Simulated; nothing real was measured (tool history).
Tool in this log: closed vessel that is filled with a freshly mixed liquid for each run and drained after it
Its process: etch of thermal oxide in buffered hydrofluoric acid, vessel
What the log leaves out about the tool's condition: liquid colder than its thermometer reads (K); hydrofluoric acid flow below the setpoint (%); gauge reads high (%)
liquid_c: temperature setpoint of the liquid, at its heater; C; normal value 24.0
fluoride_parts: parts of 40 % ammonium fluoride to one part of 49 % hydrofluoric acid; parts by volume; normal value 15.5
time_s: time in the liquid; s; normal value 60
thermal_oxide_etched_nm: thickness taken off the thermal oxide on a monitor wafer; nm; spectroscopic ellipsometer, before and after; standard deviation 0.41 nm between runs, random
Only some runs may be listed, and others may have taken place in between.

| run | hour | liquid_c | fluoride_parts | time_s | wafers since the last listed run | hours since the thermometer was replaced | hours since the hydrofluoric acid flow meter was replaced | hours since the gauge calibration | read-back film thickness of the thermal oxide reference wafer, read on the same gauge (nm) | thermal_oxide_etched_nm |
|---|---|---|---|---|---|---|---|---|---|---|
| 1 | 0.0 | 26.0 | 15.5 | 60 | 0 | 830.6 | 1422.8 | 193.7 | 109.99 | 48.24 |
| 2 | 33.7 | 24.0 | 15.5 | 60 | 2722 | 864.3 | 1456.5 | 227.4 | 110.02 | 43.54 |
| 3 | 85.3 | 24.0 | 15.5 | 60 | 4168 | 915.9 | 1508.1 | 279.0 | 110.03 | 43.75 |
| 4 | 105.5 | 24.0 | 15.5 | 60 | 1631 | 936.1 | 1528.3 | 299.2 | 110.01 | 43.76 |
| 5 | 136.4 | 24.0 | 15.5 | 60 | 2496 | 967.0 | 1559.2 | 330.1 | 110.00 | 42.89 |
| 6 | 159.9 | 24.0 | 15.5 | 60 | 1898 | 990.5 | 1582.7 | 353.6 | 109.97 | 43.15 |
| 7 | 181.2 | 24.0 | 15.5 | 45 | 1720 | 1011.8 | 1604.0 | 374.9 | 110.03 | 33.07 |
| 8 | 206.7 | 24.0 | 18.0 | 60 | 2059 | 1037.3 | 1629.5 | 400.4 | 109.96 | 37.72 |
| 9 | 219.8 | 24.0 | 19.0 | 60 | 1058 | 1050.4 | 1642.6 | 413.5 | 110.02 | 35.40 |
| 10 | 235.9 | 24.0 | 15.5 | 60 | 1300 | 1066.5 | 1658.7 | 429.6 | 109.99 | 43.30 |
|  | 245.6 | gauge calibrated |
| 11 | 255.9 | 24.0 | 15.5 | 60 | 1615 | 1086.5 | 1678.7 | 10.3 | 110.00 | 43.28 |
| 12 | 283.9 | 20.5 | 15.5 | 60 | 2261 | 1114.5 | 1706.7 | 38.3 | 110.01 | 35.49 |
| 13 | 303.9 | 20.5 | 15.5 | 60 | 1615 | 1134.5 | 1726.7 | 58.3 | 109.98 | 35.91 |
| 14 | 316.2 | 20.5 | 15.5 | 60 | 993 | 1146.8 | 1739.0 | 70.6 | 109.99 | 35.40 |
|  | 331.4 | thermometer replaced |
| 15 | 337.5 | 24.0 | 15.5 | 35 | 1639 | 6.1 | 1760.3 | 91.9 | 110.02 | 25.44 |
| 16 | 350.3 | 24.0 | 15.5 | 60 | 1033 | 18.9 | 1773.1 | 104.7 | 110.00 | 43.55 |
| 17 | 375.7 | 24.0 | 15.5 | 60 | 2051 | 44.3 | 1798.5 | 130.1 | 110.01 | 43.13 |
| 18 | 394.0 | 24.0 | 15.5 | 75 | 1478 | 62.6 | 1816.8 | 148.4 | 110.00 | 53.95 |
|  | 419.3 | hydrofluoric acid flow meter replaced |
| 19 | 423.9 | 27.5 | 15.5 | 60 | 2334 | 92.5 | 4.6 | 178.3 | 110.02 | 52.52 |
| 20 | 447.0 | 24.0 | 15.5 | 60 | 1866 | 115.6 | 27.7 | 201.4 | 109.99 | 43.12 |
| 21 | 459.1 | 24.0 | 15.5 | 60 | 977 | 127.7 | 39.8 | 213.5 | 110.03 | 43.91 |
| 22 | 477.0 | 24.0 | 18.5 | 35 | 1445 | 145.6 | 57.7 | 231.4 | 110.01 | 21.29 |
| 23 | 512.6 | 24.0 | 15.5 | 40 | 2875 | 181.2 | 93.3 | 267.0 | 110.01 | 28.99 |
| 24 | 529.5 | 24.0 | 15.5 | 60 | 1365 | 198.1 | 110.2 | 283.9 | 109.98 | 43.54 |
| 25 | 551.3 | 22.0 | 13.0 | 95 | 1761 | 219.9 | 132.0 | 305.7 | 110.00 | 73.13 |
| 26 | 568.9 | 24.0 | 15.5 | 60 | 1421 | 237.5 | 149.6 | 323.3 | 110.00 | 42.32 |
| 27 | 598.8 | 28.5 | 15.5 | 40 | 2415 | 267.4 | 179.5 | 353.2 | 110.01 | 36.95 |
| 28 | 611.5 | 19.5 | 18.0 | 35 | 1025 | 280.1 | 192.2 | 365.9 | 110.03 | 17.11 |
| 29 | 642.1 | 24.0 | 15.5 | 30 | 2471 | 310.7 | 222.8 | 396.5 | 110.02 | 21.67 |
| 30 | 663.3 | 24.0 | 15.5 | 90 | 1712 | 331.9 | 244.0 | 417.7 | 109.99 | 64.58 |
| 31 | 691.9 | 28.0 | 15.5 | 60 | 2310 | 360.5 | 272.6 | 446.3 | 110.02 | 54.56 |
|  | 725.3 | gauge calibrated |
| 32 | 773.2 | 21.0 | 15.5 | 60 | 6567 | 441.8 | 353.9 | 47.9 | 110.00 | 36.20 |

5 options for the next run, each taken on its own from the tool as it stands now. Forecast them:
| A | 773.9 | 24.0 | 15.5 | 60 | 56 | 442.5 | 354.6 | 48.6 | ? | ? |
| B | 773.9 | 27.5 | 13.0 | 45 | 56 | 442.5 | 354.6 | 48.6 | ? | ? |
| C | 773.9 | 22.0 | 12.0 | 40 | 56 | 442.5 | 354.6 | 48.6 | ? | ? |
| D | 773.9 | 19.5 | 15.5 | 60 | 56 | 442.5 | 354.6 | 48.6 | ? | ? |
| E | 773.9 | 19.0 | 15.5 | 60 | 56 | 442.5 | 354.6 | 48.6 | ? | ? |

| run | read-back film thickness of the thermal oxide reference wafer, read on the same gauge (nm) | thermal_oxide_etched_nm |
|---|---|---|
| A | 110.00 | 43.16 |
| B | 110.00 | 46.46 |
| C | 110.00 | 33.13 |
| D | 110.00 | 33.63 |
| E | 110.00 | 32.69 |
The same runs, with their run-to-run variation unchanged, on a tool lacking any hidden condition would have given:
| run | thermal_oxide_etched_nm |
|---|---|
| A | 43.16 |
| B | 46.46 |
| C | 33.13 |
| D | 33.63 |
| E | 32.69 |
